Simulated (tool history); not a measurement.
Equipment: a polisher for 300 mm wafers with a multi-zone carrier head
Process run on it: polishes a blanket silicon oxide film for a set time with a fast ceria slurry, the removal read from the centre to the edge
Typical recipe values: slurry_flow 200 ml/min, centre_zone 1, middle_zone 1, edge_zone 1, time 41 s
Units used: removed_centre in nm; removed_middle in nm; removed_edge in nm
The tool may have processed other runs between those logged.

run	hour	slurry_flow	centre_zone	middle_zone	edge_zone	time	wafers since the last listed run	wafers polished on this pad	hours since the slurry nozzle was cleaned	hours since the centre zone pressure was calibrated	hours since the edge zone pressure was calibrated	hours since the carrier head's membrane was replaced	incoming thickness of the incoming film, nm	removed_centre	removed_middle	removed_edge
1	0	200	1	1	1	41	0	7698	135.7	546	179.2	139.6	1781.4	341.4	367.8	364.2
# hour 59: worn pad replaced by a new one
2	77.6	200	1	1	1	41	872	220	213.3	623.6	256.8	217.2	1793.5	376.7	405.9	404.6
3	128	200	1	1	1.04	41	597	817	263.7	674	307.2	267.6	1787	365.1	399.6	393
4	176.5	200	1	1	1	41	574	1392	312.2	722.5	355.7	316.1	1784.7	363	394.4	379.6
5	283.1	200	1	1	1	41	1263	2656	418.8	829.1	462.3	422.7	1793.7	361.7	374.3	375.1
6	367.6	200	1	0.95	1	33	1001	3657	503.3	913.6	546.8	507.2	1798.5	272	290.3	294.8
7	459	200	1	0.92	1	41	1083	4741	594.7	1005	638.2	598.6	1778.4	355.4	349	361.1
8	523.9	200	1	1	1	41	769	5510	659.6	1069.9	703.1	663.5	1774.6	334.6	366.3	354
# hour 533.5: carrier head's membrane replaced by a new one
# hour 574.9: slurry nozzle cleaned
# hour 575.4: edge zone pressure recalibrated
9	625	200	1.11	1	1.06	41	1121	6631	50.1	1171	49.6	91.5	1790.4	364.8	362.5	363.2
10	710	220	1	1	1	41	1007	7638	135.1	1256	134.6	176.5	1766.2	340.9	368	360.2
# hour 754.6: worn pad replaced by a new one, of another model than before
# hour 787.1: centre zone pressure recalibrated
11	798.3	255	0.91	1	1.11	31	975	494	223.4	11.2	222.9	264.8	1786.1	271.3	312.3	314.3
12	965.4	150	1	1	1	27	1980	2475	390.5	178.3	390	431.9	1805.8	235	254	246.3
13	1029.1	200	1	1	1	41	755	3230	454.2	242	453.7	495.6	1781.2	342.3	377.7	371.5
14	1118.5	140	0.96	1.11	1	45	1059	4290	543.6	331.4	543.1	585	1792.2	364.7	442.3	391.4
# hour 1211.8: carrier head's membrane replaced by a new one
15	1226.4	200	1	1	1	41	1219	5509	651.5	439.3	651	14.6	1782.7	351.5	372.7	364.8
16	1304.3	200	1	1	1.08	33	923	6433	729.4	517.2	728.9	92.5	1802.8	275.9	294.2	300.6
# hour 1311.1: slurry nozzle cleaned
# hour 1357.3: worn pad replaced by a new one
# hour 1386.4: edge zone pressure recalibrated
17	1402.7	200	1	1	1	41	1083	513	91.6	615.6	16.3	190.9	1769.2	381.3	403.4	392.5
18	1495.7	200	1.07	1	1	41	1102	1616	184.6	708.6	109.3	283.9	1776.3	380.7	394.8	373.9
19	1590.4	270	1	1.11	1	41	1122	2738	279.3	803.3	204	378.6	1820.4	355.3	412.9	370.5
20	1665.6	200	1	1	1	41	891	3630	354.5	878.5	279.2	453.8	1777.7	344	369.8	369.2
21	1744.3	200	0.88	1.03	0.89	35	932	4563	433.2	957.2	357.9	532.5	1802.6	257.2	323	293.9
22	1839.7	180	0.9	0.96	1	32	1130	5693	528.6	1052.6	453.3	627.9	1777.2	241.1	273.6	268.7
23	1892.7	200	0.9	0.89	1	29	628	6322	581.6	1105.6	506.3	680.9	1790.2	209.9	239.2	251.6

Each row is a separate what-if for the run after 23, all from the same tool condition, not one after another. Results?
A	1893.1	200	1	1	1	41	4	6326	582	1106	506.7	681.3	1773.3	?	?	?
B	1893.1	200	1.04	0.89	1	41	4	6326	582	1106	506.7	681.3	1773.3	?	?	?
C	1893.1	245	0.89	0.95	1	32	4	6326	582	1106	506.7	681.3	1773.3	?	?	?

run	removed_centre	removed_middle	removed_edge
A	340.5	366.1	357.9
B	353.3	335.2	358.4
C	240.3	277.6	281.5
The same runs, with their run-to-run variation unchanged, on a tool lacking any hidden condition would have given:
run	removed_centre	removed_middle	removed_edge
A	392.9	422.4	412.9
B	407.6	386.8	413.4
C	277.2	320.3	324.8
